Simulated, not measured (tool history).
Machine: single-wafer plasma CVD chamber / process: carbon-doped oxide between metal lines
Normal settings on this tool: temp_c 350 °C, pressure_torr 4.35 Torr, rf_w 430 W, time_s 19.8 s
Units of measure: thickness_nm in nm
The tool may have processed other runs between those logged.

| run | hour | temp_c | pressure_torr | rf_w | time_s | read-back reference wafer on the same gauge, thickness_nm | thickness_nm |
|---|---|---|---|---|---|---|---|
| 1 | 0.0 | 356 | 4.35 | 430 | 19.8 | 77.585 | 84.897 |
|  | 77.5 | RF generator calibrated |
| 2 | 87.7 | 356 | 4.35 | 430 | 19.8 | 77.555 | 84.962 |
| 3 | 180.9 | 356 | 4.35 | 430 | 19.8 | 77.618 | 85.333 |
| 4 | 234.0 | 350 | 4.35 | 475 | 19.8 | 77.586 | 93.478 |
| 5 | 313.4 | 350 | 4.35 | 475 | 19.8 | 77.601 | 93.209 |
| 6 | 415.6 | 350 | 4.35 | 475 | 19.8 | 77.618 | 93.095 |
|  | 546.2 | gauge calibrated |
| 7 | 694.5 | 350 | 3.76 | 430 | 21.1 | 77.595 | 92.069 |
|  | 711.9 | capacitance manometer re-zeroed and calibrated |
|  | 825.9 | showerhead replaced |
|  | 867.0 | thermocouple changed; heater temperature recalibrated |
| 8 | 903.7 | 337 | 5.22 | 500 | 20.8 | 77.656 | 106.749 |
| 9 | 981.0 | 350 | 4.35 | 475 | 19.8 | 77.589 | 93.384 |
|  | 1044.1 | RF generator calibrated |
| 10 | 1078.4 | 350 | 4.35 | 360 | 19.8 | 77.610 | 74.737 |
| 11 | 1157.3 | 346 | 3.64 | 430 | 19.8 | 77.630 | 86.271 |
| 12 | 1259.7 | 350 | 4.35 | 430 | 19.8 | 77.599 | 86.497 |
| 13 | 1309.6 | 350 | 4.35 | 405 | 19.8 | 77.590 | 82.612 |
| 14 | 1389.0 | 350 | 3.63 | 485 | 17.3 | 77.605 | 81.865 |

Alternative continuations, all from the tool just after run 14; predict every row:
| A | 1389.4 | 350 | 4.35 | 430 | 19.8 | ? | ? |
| B | 1389.4 | 357 | 3.91 | 355 | 17.7 | ? | ? |
| C | 1389.4 | 357 | 4.35 | 430 | 23.8 | ? | ? |
| D | 1389.4 | 350 | 5.27 | 430 | 19.8 | ? | ? |
| E | 1389.4 | 341 | 4.64 | 430 | 16.2 | ? | ? |

| run | read-back reference wafer on the same gauge, thickness_nm | thickness_nm |
|---|---|---|
| A | 77.572 | 87.069 |
| B | 77.572 | 64.785 |
| C | 77.572 | 102.557 |
| D | 77.572 | 88.466 |
| E | 77.572 | 73.569 |
Without the tool's hidden state the same runs would have given:
| run | thickness_nm |
|---|---|
| A | 86.532 |
| B | 64.420 |
| C | 101.978 |
| D | 87.920 |
| E | 73.102 |

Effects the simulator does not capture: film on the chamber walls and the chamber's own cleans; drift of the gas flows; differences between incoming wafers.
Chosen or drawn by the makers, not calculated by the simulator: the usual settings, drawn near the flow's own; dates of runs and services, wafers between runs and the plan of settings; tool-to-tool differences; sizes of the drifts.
